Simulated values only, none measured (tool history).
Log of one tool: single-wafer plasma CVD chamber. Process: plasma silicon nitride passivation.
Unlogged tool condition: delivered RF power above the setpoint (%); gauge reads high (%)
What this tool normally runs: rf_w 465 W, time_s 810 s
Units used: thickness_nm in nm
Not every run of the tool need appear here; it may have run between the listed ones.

run   hour  rf_w  time_s  wafers since the last listed run  hours since the last RF generator calibration  hours since the showerhead was replaced  hours since the gauge calibration  read-back reference wafer on the same gauge, thickness_nm  thickness_nm
  1    0.0   465     810                                 0                                         1105.0                                   4908.8                              104.5                                                   1220.331      1222.741
  2   11.0   465     810                                36                                         1116.0                                   4919.8                              115.5                                                   1219.350      1221.448
  3   24.2   465     810                                43                                         1129.2                                   4933.0                              128.7                                                   1221.565      1225.057
  4   36.6   465     810                                41                                         1141.6                                   4945.4                              141.1                                                   1220.584      1223.689
  5   66.7   465     810                                99                                         1171.7                                   4975.5                              171.2                                                   1219.142      1223.210
  6   74.3   465     810                                25                                         1179.3                                   4983.1                              178.8                                                   1220.563      1226.068
  7   91.5   465     810                                56                                         1196.5                                   5000.3                              196.0                                                   1219.547      1223.070
  8  100.9   465     810                                31                                         1205.9                                   5009.7                              205.4                                                   1221.434      1223.485
     106.1  -- gauge calibrated
     109.8  -- showerhead replaced
  9  111.0   440     810                                 6                                         1216.0                                      1.2                                4.9                                                   1220.732      1196.038
 10  122.0   440     810                                36                                         1227.0                                     12.2                               15.9                                                   1218.330      1190.943
     143.3  -- RF generator calibrated
 11  143.8   440     810                                45                                            0.5                                     34.0                               37.7                                                   1220.544      1194.321
 12  150.4   465     927                                21                                            7.1                                     40.6                               44.3                                                   1220.800      1405.383
 13  159.4   375     953                                29                                           16.1                                     49.6                               53.3                                                   1220.421      1308.936
 14  169.9   465     810                                34                                           26.6                                     60.1                               63.8                                                   1219.881      1219.865
 15  182.7   465     810                                42                                           39.4                                     72.9                               76.6                                                   1219.058      1227.374
 16  198.8   465     900                                53                                           55.5                                     89.0                               92.7                                                   1219.131      1355.743
 17  208.9   420     673                                33                                           65.6                                     99.1                              102.8                                                   1220.107       976.823
 18  222.9   500     662                                46                                           79.6                                    113.1                              116.8                                                   1220.472      1024.827
 19  239.4   540     810                                54                                           96.1                                    129.6                              133.3                                                   1220.136      1295.181
 20  252.5   440     810                                43                                          109.2                                    142.7                              146.4                                                   1218.475      1201.331
 21  259.8   535     760                                24                                          116.5                                    150.0                              153.7                                                   1221.453      1208.748
 22  267.3   465     810                                24                                          124.0                                    157.5                              161.2                                                   1220.932      1217.241
 23  279.6   375     894                                40                                          136.3                                    169.8                              173.5                                                   1219.233      1238.069

Predict each of these 3 candidate next runs independently; none follows another, all start after run 23:
  A  280.2   465     676                                 1                                          136.9                                    170.4                              174.1                                                          ?             ?
  B  280.2   425     911                                 1                                          136.9                                    170.4                              174.1                                                          ?             ?
  C  280.2   440     933                                 1                                          136.9                                    170.4                              174.1                                                          ?             ?

run  read-back reference wafer on the same gauge, thickness_nm  thickness_nm
  A                                                   1219.974      1018.436
  B                                                   1219.974      1323.513
  C                                                   1219.974      1374.783
Had the tool no hidden state, the same runs would have come out as:
run  thickness_nm
  A      1018.436
  B      1323.513
  C      1374.783
